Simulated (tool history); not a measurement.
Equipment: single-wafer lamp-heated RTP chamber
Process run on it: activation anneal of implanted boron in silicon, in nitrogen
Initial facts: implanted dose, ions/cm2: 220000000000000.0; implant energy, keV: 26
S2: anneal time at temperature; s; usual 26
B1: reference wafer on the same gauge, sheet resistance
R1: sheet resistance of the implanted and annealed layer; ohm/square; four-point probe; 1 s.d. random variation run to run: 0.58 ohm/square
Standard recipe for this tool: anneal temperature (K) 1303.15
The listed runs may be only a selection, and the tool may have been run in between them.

run 1 hour=0 | anneal_temperature_(K)=1303.15 S2=26 | B1=390.58 | R1=386.85
run 2 hour=99.5 | anneal_temperature_(K)=1324.15 S2=26 | B1=390.57 | R1=388.04
run 3 hour=186.6 | anneal_temperature_(K)=1324.15 S2=26 | B1=390.79 | R1=388.1
run 4 hour=252.7 | anneal_temperature_(K)=1303.15 S2=33 | B1=390.98 | R1=387.74
run 5 hour=313.6 | anneal_temperature_(K)=1303.15 S2=33 | B1=391.09 | R1=387.7
-- hour=388 pyrometer window cleaned and pyrometer calibrated
run 6 hour=388.5 | anneal_temperature_(K)=1303.15 S2=26 | B1=391.31 | R1=388.87
run 7 hour=427 | anneal_temperature_(K)=1303.15 S2=26 | B1=391.43 | R1=389.08
run 8 hour=526.1 | anneal_temperature_(K)=1303.15 S2=26 | B1=391.41 | R1=388.65
-- hour=546.1 reflector plate cleaned
run 9 hour=567.5 | anneal_temperature_(K)=1317.15 S2=26 | B1=391.64 | R1=388.84
run 10 hour=604.8 | anneal_temperature_(K)=1317.15 S2=26 | B1=391.69 | R1=388.52
run 11 hour=645 | anneal_temperature_(K)=1303.15 S2=26 | B1=391.71 | R1=389.95
run 12 hour=712.3 | anneal_temperature_(K)=1303.15 S2=26 | B1=391.89 | R1=390.03
run 13 hour=787.2 | anneal_temperature_(K)=1303.15 S2=26 | B1=392 | R1=390.21
-- hour=872.8 pyrometer window cleaned and pyrometer calibrated
run 14 hour=873.3 | anneal_temperature_(K)=1303.15 S2=26 | B1=392.48 | R1=390.05
run 15 hour=974.4 | anneal_temperature_(K)=1303.15 S2=26 | B1=392.68 | R1=389.9
run 16 hour=1071.9 | anneal_temperature_(K)=1303.15 S2=26 | B1=393.2 | R1=389.59
run 17 hour=1115.9 | anneal_temperature_(K)=1323.15 S2=26 | B1=393.06 | R1=390.5
-- hour=1437.1 pyrometer window cleaned and pyrometer calibrated
run 18 hour=1437.6 | anneal_temperature_(K)=1291.15 S2=19 | B1=394.11 | R1=391.85
run 19 hour=1489.7 | anneal_temperature_(K)=1329.15 S2=12 | B1=394.38 | R1=392.77
-- hour=1531.6 reflector plate cleaned
run 20 hour=1532.1 | anneal_temperature_(K)=1303.15 S2=26 | B1=394.73 | R1=391.66
run 21 hour=1617.3 | anneal_temperature_(K)=1303.15 S2=26 | B1=395.19 | R1=393.41
run 22 hour=1714.4 | anneal_temperature_(K)=1282.15 S2=16 | B1=395.48 | R1=395.69
run 23 hour=1815 | anneal_temperature_(K)=1303.15 S2=10 | B1=395.94 | R1=393.69
run 24 hour=1879.6 | anneal_temperature_(K)=1303.15 S2=26 | B1=396.44 | R1=393.25
-- hour=1915.4 pyrometer window cleaned and pyrometer calibrated
run 25 hour=1978.2 | anneal_temperature_(K)=1303.15 S2=26 | B1=396.74 | R1=393.98
-- hour=2030.9 gauge calibrated
run 26 hour=2166.6 | anneal_temperature_(K)=1278.15 S2=26 | B1=389.12 | R1=390.03
run 27 hour=2221.5 | anneal_temperature_(K)=1280.15 S2=36 | B1=389.1 | R1=388.41
run 28 hour=2299.2 | anneal_temperature_(K)=1290.15 S2=38 | B1=389.29 | R1=386.13
run 29 hour=2387.9 | anneal_temperature_(K)=1313.15 S2=15 | B1=389.25 | R1=387.86
run 30 hour=2425.4 | anneal_temperature_(K)=1277.15 S2=13 | B1=389.47 | R1=392.22
-- hour=2443.2 pyrometer window cleaned and pyrometer calibrated
run 31 hour=2473.6 | anneal_temperature_(K)=1282.15 S2=18 | B1=389.45 | R1=389.71
run 32 hour=2553.2 | anneal_temperature_(K)=1312.15 S2=36 | B1=389.48 | R1=385.97
-- hour=2592 reflector plate cleaned
run 33 hour=2659.3 | anneal_temperature_(K)=1292.15 S2=39 | B1=389.44 | R1=386.05
run 34 hour=2729.5 | anneal_temperature_(K)=1276.15 S2=36 | B1=389.66 | R1=390.31

How would selected steps in R1 from run to run divide? Give the signed amount a tool lacking its hidden state would still show from settings, what came in and random variation, and the signed amount left for the hidden state, including any gauge scatter that is not in both of the compared results.
Hidden conditions of the tool in this case: true wafer temperature minus pyrometer reading, K; wafer temperature error from the tarnished reflector plate, K; gauge reads high (%).
Run 17 -> 18: anneal temperature (K) 1323.15 -> 1291.15, S2 26 -> 19, pyrometer window cleaned and pyrometer calibrated. R1 +1.35 ohm/square: hidden state +1.18, all else +0.17.
Run 24 -> 25: pyrometer window cleaned and pyrometer calibrated. R1 +0.73 ohm/square: hidden state +0.48, all else +0.25.
Run 25 -> 26: anneal temperature (K) 1303.15 -> 1278.15, gauge calibrated. R1 -3.95 ohm/square: hidden state -7.5, all else +3.55.
Run 29 -> 30: anneal temperature (K) 1313.15 -> 1277.15, S2 15 -> 13. R1 +4.36 ohm/square: hidden state +0.02, all else +4.34.
Run 33 -> 34: anneal temperature (K) 1292.15 -> 1276.15, S2 39 -> 36. R1 +4.26 ohm/square: hidden state +0.08, all else +4.18.
